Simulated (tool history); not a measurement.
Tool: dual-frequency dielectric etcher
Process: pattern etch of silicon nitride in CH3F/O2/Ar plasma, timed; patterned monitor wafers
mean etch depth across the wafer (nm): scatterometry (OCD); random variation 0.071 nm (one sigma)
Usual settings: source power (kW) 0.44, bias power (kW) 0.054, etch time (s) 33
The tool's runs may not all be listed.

run,hour,source power (kW),bias power (kW),etch time (s),wafers since the last listed run,hours since the last wet clean,hours since the last source power generator calibration,hours since the last bias power generator calibration,hours since the last upper electrode change,hours since the gauge calibration,"read-back reference wafer on the same gauge, depth_nm",mean etch depth across the wafer (nm)
1,0,0.44,0.054,33,0,28.5,1705.6,2264.3,1544.7,286.3,25.22,21.69
2,70.2,0.44,0.054,33,1100,98.7,1775.8,2334.5,1614.9,356.5,25.21,21.79
3,125.7,0.44,0.054,33,869,154.2,1831.3,2390,1670.4,412,25.17,22.08
4,161.6,0.48,0.063,33,562,190.1,1867.2,2425.9,1706.3,447.9,25.18,23.72
5,186.9,0.48,0.063,33,396,215.4,1892.5,2451.2,1731.6,473.2,25.21,23.8
6,232.2,0.48,0.063,33,709,260.7,1937.8,2496.5,1776.9,518.5,25.19,23.8
7,302.6,0.44,0.054,33,1103,331.1,2008.2,2566.9,1847.3,588.9,25.22,22.2
8,332.2,0.44,0.054,33,463,360.7,2037.8,2596.5,1876.9,618.5,25.23,22.29
# hour 396.5: gauge calibrated
9,401.5,0.44,0.054,28.5,1086,430,2107.1,2665.8,1946.2,5,25.24,19.31
10,436.6,0.44,0.054,28.5,550,465.1,2142.2,2700.9,1981.3,40.1,25.18,19.43
11,466.7,0.44,0.054,28.5,471,495.2,2172.3,2731,2011.4,70.2,25.23,19.47
12,499.6,0.46,0.054,33,515,528.1,2205.2,2763.9,2044.3,103.1,25.22,22.73
# hour 528.9: wet clean of the chamber
13,556.5,0.46,0.054,33,515,27.6,2262.1,2820.8,2101.2,160,25.18,21.99
14,586.3,0.46,0.054,33,467,57.4,2291.9,2850.6,2131,189.8,25.16,22.01
# hour 643.8: source power generator calibrated
15,644.3,0.37,0.049,33,846,115.4,0.5,2908.6,2189,247.8,25.22,20.12
# hour 665: bias power generator calibrated
16,714.7,0.44,0.062,36,1040,185.8,70.9,49.7,2259.4,318.2,25.19,25.07
17,762.1,0.44,0.047,33,742,233.2,118.3,97.1,2306.8,365.6,25.22,21.22
18,795,0.38,0.049,27.5,515,266.1,151.2,130,2339.7,398.5,25.14,17.08
# hour 861.7: upper electrode replaced
19,862.2,0.44,0.04,33,677,333.3,218.4,197.2,0.5,465.7,25.19,20.4
20,928.7,0.46,0.054,33,1042,399.8,284.9,263.7,67,532.2,25.21,22.61
21,964.7,0.41,0.047,28.5,564,435.8,320.9,299.7,103,568.2,25.23,18.17
22,1002.1,0.44,0.047,39,586,473.2,358.3,337.1,140.4,605.6,25.19,25.38
23,1048.6,0.44,0.054,33,728,519.7,404.8,383.6,186.9,652.1,25.21,22.35
24,1084,0.44,0.054,33,554,555.1,440.2,419,222.3,687.5,25.17,22.54
25,1135.9,0.44,0.054,33,813,607,492.1,470.9,274.2,739.4,25.19,22.49
# hour 1166.4: wet clean of the chamber
26,1185.8,0.34,0.046,33,405,19.4,542,520.8,324.1,789.3,25.2,19.54
# hour 1213.6: gauge calibrated
27,1225.7,0.44,0.054,33,625,59.3,581.9,560.7,364,12.1,25.2,22.01
28,1268.9,0.44,0.054,30,677,102.5,625.1,603.9,407.2,55.3,25.19,19.91
29,1298,0.33,0.043,25,456,131.6,654.2,633,436.3,84.4,25.21,14.52

5 ways to go on from here, each from the tool as it stands after run 29. What would each give?
A,1298.4,0.4,0.054,33,6,132,654.6,633.4,436.7,84.8,?,?
B,1298.4,0.49,0.054,33,6,132,654.6,633.4,436.7,84.8,?,?
C,1298.4,0.39,0.06,33,6,132,654.6,633.4,436.7,84.8,?,?
D,1298.4,0.44,0.054,27.5,6,132,654.6,633.4,436.7,84.8,?,?
E,1298.4,0.39,0.054,33,6,132,654.6,633.4,436.7,84.8,?,?

run,"read-back reference wafer on the same gauge, depth_nm",mean etch depth across the wafer (nm)
A,25.18,21.41
B,25.18,22.66
C,25.18,21.95
D,25.18,18.31
E,25.18,21.26
Without the tool's hidden state the same runs would have given:
run,mean etch depth across the wafer (nm)
A,21.08
B,22.32
C,21.62
D,18.04
E,20.94
